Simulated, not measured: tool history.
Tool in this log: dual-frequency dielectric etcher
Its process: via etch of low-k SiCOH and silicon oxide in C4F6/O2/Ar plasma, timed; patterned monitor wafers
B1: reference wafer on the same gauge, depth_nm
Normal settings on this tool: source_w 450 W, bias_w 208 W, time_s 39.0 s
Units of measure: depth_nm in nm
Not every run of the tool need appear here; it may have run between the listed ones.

Run 1, hour 0.0: usual settings; B1 107.0. Result: depth_nm 100.0 nm.
Run 2, hour 106.0: usual settings; B1 107.0. Result: depth_nm 99.2 nm.
Run 3, hour 210.0: usual settings; B1 107.0. Result: depth_nm 99.0 nm.
Run 4, hour 273.9: usual settings; B1 106.9. Result: depth_nm 99.3 nm.
Run 5, hour 310.8: usual settings; B1 107.0. Result: depth_nm 99.1 nm.
Run 6, hour 356.7: usual settings; B1 107.0. Result: depth_nm 98.7 nm.
At hour 394.7: source power generator calibrated.
At hour 418.2: upper electrode replaced.
Run 7, hour 439.7: usual settings; B1 107.1. Result: depth_nm 100.2 nm.
Run 8, hour 480.0: usual settings; B1 106.9. Result: depth_nm 99.5 nm.
Run 9, hour 579.1: usual settings; B1 107.0. Result: depth_nm 99.5 nm.
At hour 624.5: wet clean of the chamber.
Run 10, hour 676.2: usual settings but source_w 410 W, bias_w 247 W, time_s 44.5 s; B1 107.0. Result: depth_nm 117.1 nm.
Run 11, hour 767.4: usual settings but source_w 500 W, bias_w 188 W, time_s 36.0 s; B1 107.0. Result: depth_nm 94.8 nm.
Run 12, hour 815.6: usual settings but source_w 550 W, bias_w 192 W, time_s 28.5 s; B1 107.0. Result: depth_nm 76.8 nm.
Run 13, hour 882.8: usual settings but source_w 480 W, bias_w 226 W, time_s 43.0 s; B1 107.1. Result: depth_nm 115.6 nm.
Run 14, hour 924.3: usual settings but source_w 380 W, bias_w 159 W, time_s 36.0 s; B1 107.0. Result: depth_nm 83.2 nm.
Run 15, hour 961.9: usual settings but bias_w 254 W, time_s 45.0 s; B1 107.0. Result: depth_nm 120.6 nm.
Run 16, hour 1049.6: usual settings but source_w 390 W, bias_w 251 W, time_s 32.5 s; B1 107.0. Result: depth_nm 83.0 nm.
Run 17, hour 1125.3: usual settings but source_w 350 W; B1 107.0. Result: depth_nm 92.0 nm.
At hour 1165.6: bias power generator calibrated.
At hour 1223.3: gauge calibrated.
Run 18, hour 1229.2: usual settings; B1 107.0. Result: depth_nm 98.9 nm.
At hour 1262.9: wet clean of the chamber.
Run 19, hour 1312.6: usual settings but source_w 530 W, time_s 32.5 s; B1 107.0. Result: depth_nm 88.4 nm.
Run 20, hour 1415.0: usual settings but source_w 360 W; B1 107.0. Result: depth_nm 93.8 nm.
Run 21, hour 1714.2: usual settings but source_w 510 W, bias_w 234 W, time_s 47.5 s; B1 107.0. Result: depth_nm 129.2 nm.
Run 22, hour 1769.2: usual settings but source_w 350 W; B1 107.0. Result: depth_nm 91.7 nm.
Run 23, hour 1818.2: usual settings but bias_w 193 W, time_s 30.0 s; B1 107.1. Result: depth_nm 74.7 nm.
At hour 1921.7: wet clean of the chamber.
Run 24, hour 1922.2: usual settings; B1 107.0. Result: depth_nm 100.4 nm.
Run 25, hour 1967.0: usual settings but source_w 400 W, bias_w 249 W, time_s 43.0 s; B1 107.0. Result: depth_nm 111.4 nm.
Run 26, hour 2015.8: usual settings; B1 107.0. Result: depth_nm 100.0 nm.
Run 27, hour 2090.8: usual settings but bias_w 224 W, time_s 31.5 s; B1 106.9. Result: depth_nm 82.0 nm.
Run 28, hour 2297.6: usual settings but source_w 400 W, bias_w 179 W, time_s 29.5 s; B1 106.9. Result: depth_nm 70.0 nm.

Alternative continuations, all from the tool just after run 28; predict every row:
Run A, hour 2298.0: usual settings but source_w 490 W; B1 ?. Result: depth_nm ?.
Run B, hour 2298.0: usual settings but source_w 510 W; B1 ?. Result: depth_nm ?.
Run C, hour 2298.0: usual settings but source_w 370 W, bias_w 240 W, time_s 27.5 s; B1 ?. Result: depth_nm ?.
Run D, hour 2298.0: usual settings but source_w 540 W, bias_w 253 W, time_s 48.5 s; B1 ?. Result: depth_nm ?.
Run E, hour 2298.0: usual settings but bias_w 233 W, time_s 30.0 s; B1 ?. Result: depth_nm ?.

run     B1  depth_nm
  A  107.0     101.6
  B  107.0     102.9
  C  107.0      67.7
  D  107.0     136.0
  E  107.0      77.9
With no hidden state in the tool, these same runs would have given:
run  depth_nm
  A     104.2
  B     105.5
  C      69.5
  D     139.5
  E      79.9
